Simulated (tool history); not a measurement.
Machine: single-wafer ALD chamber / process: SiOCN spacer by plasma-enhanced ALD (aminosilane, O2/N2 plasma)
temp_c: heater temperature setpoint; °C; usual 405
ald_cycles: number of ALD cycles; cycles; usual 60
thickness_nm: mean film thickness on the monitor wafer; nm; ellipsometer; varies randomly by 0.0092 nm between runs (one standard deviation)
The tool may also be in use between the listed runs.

| run | hour | temp_c | ald_cycles | wafers since the last listed run | hours since the last thermocouple change | hours since the gauge calibration | read-back reference wafer on the same gauge, thickness_nm | thickness_nm |
|---|---|---|---|---|---|---|---|---|
| 1 | 0 | 405 | 55 | 0 | 2474.8 | 185 | 3.467 | 3.361 |
| 2 | 15.7 | 405 | 55 | 61 | 2490.5 | 200.7 | 3.463 | 3.377 |
| 3 | 32.7 | 405 | 60 | 66 | 2507.5 | 217.7 | 3.468 | 3.684 |
| 4 | 44.2 | 402 | 60 | 44 | 2519 | 229.2 | 3.467 | 3.706 |
| 5 | 53.5 | 405 | 54 | 36 | 2528.3 | 238.5 | 3.464 | 3.306 |
| 6 | 64.1 | 405 | 54 | 41 | 2538.9 | 249.1 | 3.466 | 3.298 |
| 7 | 75 | 405 | 60 | 42 | 2549.8 | 260 | 3.461 | 3.674 |
| 8 | 81.7 | 405 | 60 | 26 | 2556.5 | 266.7 | 3.465 | 3.663 |
| 9 | 99.4 | 412 | 60 | 69 | 2574.2 | 284.4 | 3.463 | 3.597 |
| 10 | 107.6 | 412 | 60 | 32 | 2582.4 | 292.6 | 3.461 | 3.58 |
| 11 | 119.9 | 412 | 60 | 48 | 2594.7 | 304.9 | 3.465 | 3.562 |
| 12 | 129.7 | 405 | 64 | 38 | 2604.5 | 314.7 | 3.463 | 3.934 |
| 13 | 142.6 | 405 | 64 | 50 | 2617.4 | 327.6 | 3.456 | 3.912 |
| 14 | 158.2 | 405 | 60 | 60 | 2633 | 343.2 | 3.457 | 3.663 |
| 15 | 174 | 405 | 60 | 61 | 2648.8 | 359 | 3.457 | 3.657 |
| 16 | 190.5 | 405 | 60 | 64 | 2665.3 | 375.5 | 3.455 | 3.657 |
| 17 | 205.4 | 405 | 60 | 58 | 2680.2 | 390.4 | 3.454 | 3.677 |
| 18 | 218 | 405 | 60 | 49 | 2692.8 | 403 | 3.453 | 3.676 |
| 19 | 231.1 | 405 | 60 | 51 | 2705.9 | 416.1 | 3.453 | 3.651 |
| 20 | 243.9 | 405 | 60 | 50 | 2718.7 | 428.9 | 3.453 | 3.649 |
| 21 | 255.1 | 405 | 60 | 43 | 2729.9 | 440.1 | 3.448 | 3.654 |
|  | 268.7 | thermocouple changed; heater temperature recalibrated |
| 22 | 269 | 419 | 53 | 23 | 0.3 | 454 | 3.451 | 3.083 |
| 23 | 280.1 | 405 | 52 | 43 | 11.4 | 465.1 | 3.444 | 3.166 |
| 24 | 328.6 | 405 | 60 | 189 | 59.9 | 513.6 | 3.444 | 3.659 |
|  | 338.6 | gauge calibrated |
| 25 | 341.8 | 405 | 60 | 51 | 73.1 | 3.2 | 3.475 | 3.674 |
| 26 | 350.8 | 415 | 71 | 35 | 82.1 | 12.2 | 3.477 | 4.226 |
| 27 | 363.5 | 394 | 51 | 49 | 94.8 | 24.9 | 3.478 | 3.168 |
| 28 | 373.2 | 414 | 65 | 37 | 104.5 | 34.6 | 3.476 | 3.861 |
| 29 | 387 | 395 | 55 | 53 | 118.3 | 48.4 | 3.475 | 3.424 |
| 30 | 403.6 | 397 | 68 | 64 | 134.9 | 65 | 3.477 | 4.245 |
| 31 | 418.3 | 396 | 60 | 57 | 149.6 | 79.7 | 3.475 | 3.743 |
| 32 | 429.8 | 394 | 60 | 44 | 161.1 | 91.2 | 3.478 | 3.747 |
| 33 | 439.4 | 395 | 71 | 37 | 170.7 | 100.8 | 3.475 | 4.403 |
| 34 | 450.5 | 416 | 66 | 43 | 181.8 | 111.9 | 3.475 | 3.894 |
| 35 | 465.1 | 405 | 60 | 57 | 196.4 | 126.5 | 3.475 | 3.693 |
| 36 | 483 | 412 | 60 | 69 | 214.3 | 144.4 | 3.476 | 3.604 |
| 37 | 489.8 | 405 | 53 | 26 | 221.1 | 151.2 | 3.473 | 3.246 |
| 38 | 507.1 | 416 | 71 | 67 | 238.4 | 168.5 | 3.476 | 4.192 |
| 39 | 523.5 | 416 | 68 | 64 | 254.8 | 184.9 | 3.472 | 4.016 |
| 40 | 555 | 405 | 60 | 123 | 286.3 | 216.4 | 3.467 | 3.689 |
| 41 | 567.7 | 405 | 60 | 49 | 299 | 229.1 | 3.467 | 3.677 |
| 42 | 580.3 | 414 | 53 | 49 | 311.6 | 241.7 | 3.47 | 3.158 |
| 43 | 597.4 | 412 | 70 | 66 | 328.7 | 258.8 | 3.471 | 4.182 |

What was the tool's hidden state at every run in the log?
wafer temperature above the value expected at the setpoint (K): 0 in every run
H1: gauge reads high (%)
| run | H1 |
|---|---|
| 1 | -0.0648 |
| 2 | -0.0844 |
| 3 | -0.107 |
| 4 | -0.124 |
| 5 | -0.138 |
| 6 | -0.155 |
| 7 | -0.173 |
| 8 | -0.184 |
| 9 | -0.215 |
| 10 | -0.231 |
| 11 | -0.254 |
| 12 | -0.274 |
| 13 | -0.301 |
| 14 | -0.335 |
| 15 | -0.37 |
| 16 | -0.409 |
| 17 | -0.446 |
| 18 | -0.479 |
| 19 | -0.513 |
| 20 | -0.548 |
| 21 | -0.579 |
| 22 | -0.62 |
| 23 | -0.653 |
| 24 | -0.806 |
| 25 | 0.185 |
| 26 | 0.185 |
| 27 | 0.183 |
| 28 | 0.181 |
| 29 | 0.178 |
| 30 | 0.172 |
| 31 | 0.165 |
| 32 | 0.159 |
| 33 | 0.153 |
| 34 | 0.145 |
| 35 | 0.134 |
| 36 | 0.118 |
| 37 | 0.112 |
| 38 | 0.0937 |
| 39 | 0.075 |
| 40 | 0.0342 |
| 41 | 0.016 |
| 42 | -0.00317 |
| 43 | -0.0308 |

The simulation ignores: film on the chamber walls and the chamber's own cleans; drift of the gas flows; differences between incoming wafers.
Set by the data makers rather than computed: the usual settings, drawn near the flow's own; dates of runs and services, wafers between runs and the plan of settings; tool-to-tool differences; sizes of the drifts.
